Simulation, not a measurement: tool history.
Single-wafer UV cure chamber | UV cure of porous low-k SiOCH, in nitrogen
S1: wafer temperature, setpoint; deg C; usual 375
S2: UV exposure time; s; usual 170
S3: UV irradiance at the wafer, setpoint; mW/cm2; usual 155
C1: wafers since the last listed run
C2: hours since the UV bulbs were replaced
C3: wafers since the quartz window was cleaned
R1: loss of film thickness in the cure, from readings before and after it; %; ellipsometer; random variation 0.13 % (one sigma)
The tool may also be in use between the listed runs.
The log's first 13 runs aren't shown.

run,hour,S1,S2,S3,C1,C2,C3,R1
14,632.1,375,170,145,888,1093.8,3170,14.431
# hour 668.5: quartz window cleaned
15,695.8,375,170,145,707,1157.5,347,13.917
16,763.2,375,190,155,856,1224.9,1203,15.023
17,823.9,375,170,155,771,1285.6,1974,14.491
18,851.7,375,170,155,353,1313.4,2328,14.661
19,877.6,391,105,155,329,1339.3,2657,12.244
20,935.7,390,140,177,738,1397.4,3395,14.474
# hour 970.7: quartz window cleaned
21,971.2,392,170,121,349,1432.9,6,13.498
22,995.2,375,120,143,304,1456.9,311,12.066
23,1040.5,357,85,155,575,1502.2,887,10.330
24,1080.8,375,205,122,512,1542.5,1399,14.167
25,1111.2,375,170,155,386,1572.9,1785,14.516
# hour 1124.6: UV bulbs replaced
26,1161.8,382,170,155,541,37.2,2327,15.633
27,1216.6,375,170,166,696,92.0,3023,16.017
28,1248.5,366,90,155,405,123.9,3428,11.723

Run 29 comes next. What will it give?
# hour 1269.4: quartz window cleaned
29,1318.5,393,170,165,787,193.9,624,?

Run 29 gave R1 16.187 %.
Without the tool's hidden state the same run would have given R1 16.584 %.
